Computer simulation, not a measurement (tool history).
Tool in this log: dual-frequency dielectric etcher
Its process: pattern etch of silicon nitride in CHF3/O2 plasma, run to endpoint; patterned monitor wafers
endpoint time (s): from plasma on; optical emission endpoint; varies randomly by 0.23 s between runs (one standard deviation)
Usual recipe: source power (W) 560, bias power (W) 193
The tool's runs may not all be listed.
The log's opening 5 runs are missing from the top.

run	hour	source power (W)	bias power (W)	wafers since the last listed run	hours since the last wet clean	hours since the last source power generator calibration	hours since the last bias power generator calibration	hours since the last upper electrode change	incoming incoming film thickness, nm	endpoint time (s)
6	117.6	560	155	277	382.1	1225.8	3260.8	4505.8	108.1	77.0
7	132.2	560	155	115	396.7	1240.4	3275.4	4520.4	108.8	77.4
8	148.9	560	193	131	413.4	1257.1	3292.1	4537.1	108.5	72.0
9	178.4	560	193	232	442.9	1286.6	3321.6	4566.6	108.2	71.6
# hour 210.3: wet clean of the chamber
10	210.8	560	193	66	0.5	1319.0	3354.0	4599.0	108.8	71.9
11	307.9	560	193	766	97.6	1416.1	3451.1	4696.1	108.2	71.8
12	333.9	560	193	205	123.6	1442.1	3477.1	4722.1	107.6	71.0
13	367.7	560	193	266	157.4	1475.9	3510.9	4755.9	107.8	71.6
# hour 400.1: bias power generator calibrated
14	403.7	560	193	252	193.4	1511.9	3.6	4791.9	107.2	71.2
15	422.2	490	209	146	211.9	1530.4	22.1	4810.4	108.3	74.2
16	437.2	560	193	118	226.9	1545.4	37.1	4825.4	109.1	72.2
# hour 496.6: upper electrode replaced
17	501.0	480	193	314	290.7	1609.2	100.9	4.4	108.1	76.0
18	516.6	450	156	123	306.3	1624.8	116.5	20.0	107.3	82.8
19	567.3	680	235	400	357.0	1675.5	167.2	70.7	108.7	62.6
20	586.5	560	193	151	376.2	1694.7	186.4	89.9	107.3	71.1
21	609.5	700	161	181	399.2	1717.7	209.4	112.9	107.5	68.8
22	623.9	560	193	113	413.6	1732.1	223.8	127.3	107.9	71.1
23	654.4	560	193	240	444.1	1762.6	254.3	157.8	108.2	71.4
# hour 703.4: wet clean of the chamber
# hour 703.7: source power generator calibrated
24	704.2	460	234	201	0.8	0.5	304.1	207.6	106.7	72.8
25	714.0	620	237	77	10.6	10.3	313.9	217.4	107.2	65.1
26	752.2	460	193	301	48.8	48.5	352.1	255.6	108.0	78.5
27	770.7	660	223	146	67.3	67.0	370.6	274.1	108.1	65.4
28	841.3	500	221	557	137.9	137.6	441.2	344.7	107.9	72.6
29	862.0	470	170	163	158.6	158.3	461.9	365.4	107.8	81.4

Predict the results of run 30:
30	897.4	680	220	279	194.0	193.7	497.3	400.8	108.6	?

endpoint time (s): 65.1
With the hidden condition absent and the run-to-run variation left alone, this run would have shown endpoint time (s) 65.2.
